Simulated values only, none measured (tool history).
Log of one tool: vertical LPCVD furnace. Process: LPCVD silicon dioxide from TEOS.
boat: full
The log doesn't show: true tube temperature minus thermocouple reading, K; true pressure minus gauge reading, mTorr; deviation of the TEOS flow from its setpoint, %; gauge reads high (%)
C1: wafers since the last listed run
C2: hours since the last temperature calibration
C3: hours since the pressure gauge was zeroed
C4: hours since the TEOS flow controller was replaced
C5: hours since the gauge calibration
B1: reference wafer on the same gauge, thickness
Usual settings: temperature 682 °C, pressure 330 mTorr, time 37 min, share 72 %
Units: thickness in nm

run 1 hour=0 | temperature=685 pressure=330 time=37 share=72 | C1=0 C2=0.5 C3=3345.6 C4=3151.7 C5=485.5 | B1=216.89 | thickness=196.35
run 2 hour=4.6 | temperature=687 pressure=330 time=37 share=72 | C1=83 C2=5.1 C3=3350.2 C4=3156.3 C5=490.1 | B1=216.98 | thickness=205.76
run 3 hour=9.1 | temperature=687 pressure=330 time=37 share=72 | C1=81 C2=9.6 C3=3354.7 C4=3160.8 C5=494.6 | B1=217.13 | thickness=206.65
run 4 hour=21.6 | temperature=682 pressure=330 time=37 share=72 | C1=225 C2=22.1 C3=3367.2 C4=3173.3 C5=507.1 | B1=217.15 | thickness=182.82
run 5 hour=39.9 | temperature=682 pressure=330 time=37 share=72 | C1=330 C2=40.4 C3=3385.5 C4=3191.6 C5=525.4 | B1=217.01 | thickness=183.06
run 6 hour=54.1 | temperature=682 pressure=330 time=37 share=72 | C1=256 C2=54.6 C3=3399.7 C4=3205.8 C5=539.6 | B1=216.9 | thickness=183.49
run 7 hour=66.2 | temperature=682 pressure=330 time=37 share=72 | C1=218 C2=66.7 C3=3411.8 C4=3217.9 C5=551.7 | B1=217.14 | thickness=183.81
run 8 hour=74.9 | temperature=682 pressure=330 time=37 share=72 | C1=157 C2=75.4 C3=3420.5 C4=3226.6 C5=560.4 | B1=216.8 | thickness=183.24
run 9 hour=86.5 | temperature=682 pressure=330 time=37 share=68 | C1=209 C2=87 C3=3432.1 C4=3238.2 C5=572 | B1=216.97 | thickness=178.7
run 10 hour=97.2 | temperature=682 pressure=330 time=37 share=68 | C1=193 C2=97.7 C3=3442.8 C4=3248.9 C5=582.7 | B1=217.02 | thickness=178.5
run 11 hour=108.5 | temperature=682 pressure=330 time=43.5 share=72 | C1=204 C2=109 C3=3454.1 C4=3260.2 C5=594 | B1=216.97 | thickness=215.84
run 12 hour=121.4 | temperature=682 pressure=330 time=33 share=82 | C1=233 C2=121.9 C3=3467 C4=3273.1 C5=606.9 | B1=216.99 | thickness=174.89
run 13 hour=129.5 | temperature=678 pressure=330 time=33 share=72 | C1=146 C2=130 C3=3475.1 C4=3281.2 C5=615 | B1=217.13 | thickness=149.15
-- hour=141.9 gauge calibrated
run 14 hour=148.4 | temperature=682 pressure=330 time=37 share=85 | C1=341 C2=148.9 C3=3494 C4=3300.1 C5=6.5 | B1=216.89 | thickness=200.76
run 15 hour=163.2 | temperature=686 pressure=330 time=37 share=72 | C1=267 C2=163.7 C3=3508.8 C4=3314.9 C5=21.3 | B1=217 | thickness=202.94
run 16 hour=177.4 | temperature=676 pressure=365 time=37 share=72 | C1=256 C2=177.9 C3=3523 C4=3329.1 C5=35.5 | B1=217.02 | thickness=168.26
-- hour=217.2 TEOS flow controller replaced
run 17 hour=217.7 | temperature=671 pressure=295 time=37 share=77 | C1=294 C2=218.2 C3=3563.3 C4=0.5 C5=75.8 | B1=217.01 | thickness=138.53
run 18 hour=222.2 | temperature=692 pressure=330 time=44 share=72 | C1=81 C2=222.7 C3=3567.8 C4=5 C5=80.3 | B1=217.02 | thickness=279.12
run 19 hour=226.8 | temperature=673 pressure=280 time=41.5 share=72 | C1=83 C2=227.3 C3=3572.4 C4=9.6 C5=84.9 | B1=216.95 | thickness=153.85
run 20 hour=231.4 | temperature=682 pressure=330 time=29.5 share=79 | C1=83 C2=231.9 C3=3577 C4=14.2 C5=89.5 | B1=216.85 | thickness=154.67
run 21 hour=238.8 | temperature=682 pressure=330 time=25.5 share=78 | C1=133 C2=239.3 C3=3584.4 C4=21.6 C5=96.9 | B1=217.04 | thickness=132.8
run 22 hour=247.7 | temperature=682 pressure=365 time=23.5 share=61 | C1=160 C2=248.2 C3=3593.3 C4=30.5 C5=105.8 | B1=216.99 | thickness=113.74
-- hour=271.9 pressure gauge zeroed
run 23 hour=272.4 | temperature=682 pressure=330 time=37 share=62 | C1=12 C2=272.9 C3=0.5 C4=55.2 C5=130.5 | B1=217.1 | thickness=172.43
run 24 hour=280.7 | temperature=671 pressure=330 time=46 share=76 | C1=149 C2=281.2 C3=8.8 C4=63.5 C5=138.8 | B1=216.97 | thickness=181.1
run 25 hour=299.8 | temperature=682 pressure=330 time=37 share=72 | C1=345 C2=300.3 C3=27.9 C4=82.6 C5=157.9 | B1=216.92 | thickness=186.05
run 26 hour=309.7 | temperature=682 pressure=330 time=37 share=72 | C1=178 C2=310.2 C3=37.8 C4=92.5 C5=167.8 | B1=216.83 | thickness=185.97
run 27 hour=324.2 | temperature=672 pressure=330 time=45 share=79 | C1=261 C2=324.7 C3=52.3 C4=107 C5=182.3 | B1=217.06 | thickness=185.8
run 28 hour=333 | temperature=682 pressure=330 time=37 share=81 | C1=158 C2=333.5 C3=61.1 C4=115.8 C5=191.1 | B1=217.06 | thickness=197.37
run 29 hour=348.8 | temperature=671 pressure=330 time=37 share=58 | C1=285 C2=349.3 C3=76.9 C4=131.6 C5=206.9 | B1=216.93 | thickness=128.27
run 30 hour=359.4 | temperature=671 pressure=310 time=37 share=72 | C1=191 C2=359.9 C3=87.5 C4=142.2 C5=217.5 | B1=216.8 | thickness=138.29
run 31 hour=377.3 | temperature=675 pressure=330 time=37 share=61 | C1=323 C2=377.8 C3=105.4 C4=160.1 C5=235.4 | B1=216.77 | thickness=144.92
run 32 hour=391.8 | temperature=682 pressure=330 time=37 share=72 | C1=261 C2=392.3 C3=119.9 C4=174.6 C5=249.9 | B1=216.93 | thickness=186.8

3 ways to go on from here, each from the tool as it stands after run 32. What would each give?
run A hour=396.5 | temperature=682 pressure=330 time=37 share=72 | C1=84 C2=397 C3=124.6 C4=179.3 C5=254.6 | B1=? | thickness=?
run B hour=396.5 | temperature=690 pressure=410 time=37 share=82 | C1=84 C2=397 C3=124.6 C4=179.3 C5=254.6 | B1=? | thickness=?
run C hour=396.5 | temperature=691 pressure=330 time=37 share=72 | C1=84 C2=397 C3=124.6 C4=179.3 C5=254.6 | B1=? | thickness=?

run=A B1=217.09 thickness=186.77
run=B B1=217.09 thickness=268.98
run=C B1=217.09 thickness=231.55
Without the tool's hidden state the same runs would have given:
run=A thickness=182.64
run=B thickness=263.14
run=C thickness=226.52

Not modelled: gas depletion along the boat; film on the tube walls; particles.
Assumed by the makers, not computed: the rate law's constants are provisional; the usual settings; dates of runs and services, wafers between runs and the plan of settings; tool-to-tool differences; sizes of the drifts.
